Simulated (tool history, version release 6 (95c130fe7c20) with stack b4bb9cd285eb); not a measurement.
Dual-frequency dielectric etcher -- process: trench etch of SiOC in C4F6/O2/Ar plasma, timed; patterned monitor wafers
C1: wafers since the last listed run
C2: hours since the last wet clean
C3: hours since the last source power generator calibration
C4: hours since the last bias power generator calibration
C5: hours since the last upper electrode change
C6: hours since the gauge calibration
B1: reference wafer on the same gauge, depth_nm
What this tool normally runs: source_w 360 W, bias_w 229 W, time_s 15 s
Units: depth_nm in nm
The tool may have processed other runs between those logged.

Run 1, day 0: usual settings; C1 0; C2 53.5; C3 422.8; C4 2298.7; C5 3419.5; C6 744.1; B1 31.41. Result: depth_nm 33.78 nm.
Run 2, day 1.767: usual settings but source_w 310 W; C1 520; C2 95.9; C3 465.2; C4 2341.1; C5 3461.9; C6 786.5; B1 31.44. Result: depth_nm 31.07 nm.
Run 3, day 4.412: usual settings but source_w 310 W; C1 778; C2 159.4; C3 528.7; C4 2404.6; C5 3525.4; C6 850; B1 31.36. Result: depth_nm 30.65 nm.
Run 4, day 7.112: usual settings but source_w 380 W, time_s 17 s; C1 794; C2 224.2; C3 593.5; C4 2469.4; C5 3590.2; C6 914.8; B1 31.37. Result: depth_nm 39.08 nm.
Run 5, day 9.846: usual settings but bias_w 200 W, time_s 13.5 s; C1 804; C2 289.8; C3 659.1; C4 2535; C5 3655.8; C6 980.4; B1 31.38. Result: depth_nm 29.15 nm.
Run 6, day 13.692: usual settings but bias_w 189 W; C1 1132; C2 382.1; C3 751.4; C4 2627.3; C5 3748.1; C6 1072.7; B1 31.46. Result: depth_nm 31.78 nm.
Run 7, day 16.483: usual settings; C1 821; C2 449.1; C3 818.4; C4 2694.3; C5 3815.1; C6 1139.7; B1 31.4. Result: depth_nm 33.55 nm.
At day 17.708: wet clean of the chamber.
Run 8, day 19.383: usual settings; C1 559; C2 40.2; C3 888; C4 2763.9; C5 3884.7; C6 1209.3; B1 31.37. Result: depth_nm 33.44 nm.
Run 9, day 21.388: usual settings; C1 590; C2 88.3; C3 936.1; C4 2812; C5 3932.8; C6 1257.4; B1 31.42. Result: depth_nm 33.49 nm.
Run 10, day 23.362: usual settings but source_w 390 W; C1 581; C2 135.7; C3 983.5; C4 2859.4; C5 3980.2; C6 1304.8; B1 31.41. Result: depth_nm 35.18 nm.
Run 11, day 24.875: usual settings but source_w 390 W; C1 445; C2 172; C3 1019.8; C4 2895.7; C5 4016.5; C6 1341.1; B1 31.36. Result: depth_nm 34.74 nm.
At day 25.746: bias power generator calibrated.
Run 12, day 27.058: usual settings but source_w 390 W; C1 593; C2 224.4; C3 1072.2; C4 31.5; C5 4068.9; C6 1393.5; B1 31.37. Result: depth_nm 34.83 nm.
Run 13, day 29.892: usual settings; C1 834; C2 292.4; C3 1140.2; C4 99.5; C5 4136.9; C6 1461.5; B1 31.37. Result: depth_nm 33.44 nm.
Run 14, day 31.158: usual settings but source_w 280 W, time_s 12 s; C1 372; C2 322.8; C3 1170.6; C4 129.9; C5 4167.3; C6 1491.9; B1 31.35. Result: depth_nm 23.11 nm.
At day 32.779: wet clean of the chamber.
Run 15, day 32.8: usual settings; C1 188; C2 0.5; C3 1210; C4 169.3; C5 4206.7; C6 1531.3; B1 31.42. Result: depth_nm 33.04 nm.
Run 16, day 35.3: usual settings but source_w 330 W, time_s 12 s; C1 736; C2 60.5; C3 1270; C4 229.3; C5 4266.7; C6 1591.3; B1 31.43. Result: depth_nm 25.47 nm.
Run 17, day 38.096: usual settings; C1 823; C2 127.6; C3 1337.1; C4 296.4; C5 4333.8; C6 1658.4; B1 31.4. Result: depth_nm 32.75 nm.
At day 39.192: source power generator calibrated.
Run 18, day 41.025: usual settings but source_w 420 W, bias_w 200 W; C1 813; C2 197.9; C3 44; C4 366.7; C5 4404.1; C6 1728.7; B1 31.34. Result: depth_nm 35.41 nm.
Run 19, day 42.758: usual settings but source_w 390 W; C1 510; C2 239.5; C3 85.6; C4 408.3; C5 4445.7; C6 1770.3; B1 31.42. Result: depth_nm 35.45 nm.
Run 20, day 44.829: usual settings but bias_w 172 W, time_s 12.5 s; C1 609; C2 289.2; C3 135.3; C4 458; C5 4495.4; C6 1820; B1 31.42. Result: depth_nm 25.75 nm.
Run 21, day 46.346: usual settings but bias_w 186 W, time_s 18 s; C1 446; C2 325.6; C3 171.7; C4 494.4; C5 4531.8; C6 1856.4; B1 31.44. Result: depth_nm 38.15 nm.
Run 22, day 47.817: usual settings but source_w 420 W; C1 433; C2 360.9; C3 207; C4 529.7; C5 4567.1; C6 1891.7; B1 31.42. Result: depth_nm 36.31 nm.
At day 49.758: wet clean of the chamber.
Run 23, day 50.467: usual settings but source_w 420 W, bias_w 279 W, time_s 10.5 s; C1 485; C2 17; C3 270.6; C4 593.3; C5 4630.7; C6 1955.3; B1 31.43. Result: depth_nm 27.27 nm.
Run 24, day 52.692: usual settings but source_w 430 W, bias_w 179 W, time_s 17 s; C1 655; C2 70.4; C3 324; C4 646.7; C5 4684.1; C6 2008.7; B1 31.38. Result: depth_nm 39.15 nm.
At day 53.888: gauge calibrated.
At day 54.7: upper electrode replaced.
Run 25, day 54.721: usual settings but source_w 320 W; C1 302; C2 119.1; C3 372.7; C4 695.4; C5 0.5; C6 20; B1 31.35. Result: depth_nm 31.79 nm.
Run 26, day 56.538: usual settings but source_w 290 W, time_s 10.5 s; C1 534; C2 162.7; C3 416.3; C4 739; C5 44.1; C6 63.6; B1 31.38. Result: depth_nm 20.89 nm.
Run 27, day 58.775: usual settings; C1 658; C2 216.4; C3 470; C4 792.7; C5 97.8; C6 117.3; B1 31.41. Result: depth_nm 33.8 nm.
Run 28, day 61.429: usual settings but source_w 290 W; C1 781; C2 280.1; C3 533.7; C4 856.4; C5 161.5; C6 181; B1 31.39. Result: depth_nm 29.96 nm.
Run 29, day 63.383: usual settings but source_w 290 W, bias_w 214 W, time_s 11.5 s; C1 575; C2 327; C3 580.6; C4 903.3; C5 208.4; C6 227.9; B1 31.41. Result: depth_nm 22.43 nm.
Run 30, day 66.071: usual settings; C1 791; C2 391.5; C3 645.1; C4 967.8; C5 272.9; C6 292.4; B1 31.4. Result: depth_nm 33.61 nm.
At day 68.592: wet clean of the chamber.
Run 31, day 73.162: usual settings but source_w 290 W, bias_w 280 W; C1 1793; C2 109.7; C3 815.3; C4 1138; C5 443.1; C6 462.6; B1 31.41. Result: depth_nm 31.73 nm.

Predict each of these 3 candidate next runs independently; none follows another, all start after run 31:
Run A, day 73.179: usual settings but source_w 280 W; C1 4; C2 110.1; C3 815.7; C4 1138.4; C5 443.5; C6 463; B1 ?. Result: depth_nm ?.
Run B, day 73.179: usual settings but bias_w 251 W, time_s 12.5 s; C1 4; C2 110.1; C3 815.7; C4 1138.4; C5 443.5; C6 463; B1 ?. Result: depth_nm ?.
Run C, day 73.179: usual settings but bias_w 250 W, time_s 12 s; C1 4; C2 110.1; C3 815.7; C4 1138.4; C5 443.5; C6 463; B1 ?. Result: depth_nm ?.

run     B1  depth_nm
  A  31.37     29.15
  B  31.37     28.76
  C  31.37     27.57
Without the tool's hidden state the same runs would have given:
run  depth_nm
  A     29.34
  B     28.93
  C     27.74

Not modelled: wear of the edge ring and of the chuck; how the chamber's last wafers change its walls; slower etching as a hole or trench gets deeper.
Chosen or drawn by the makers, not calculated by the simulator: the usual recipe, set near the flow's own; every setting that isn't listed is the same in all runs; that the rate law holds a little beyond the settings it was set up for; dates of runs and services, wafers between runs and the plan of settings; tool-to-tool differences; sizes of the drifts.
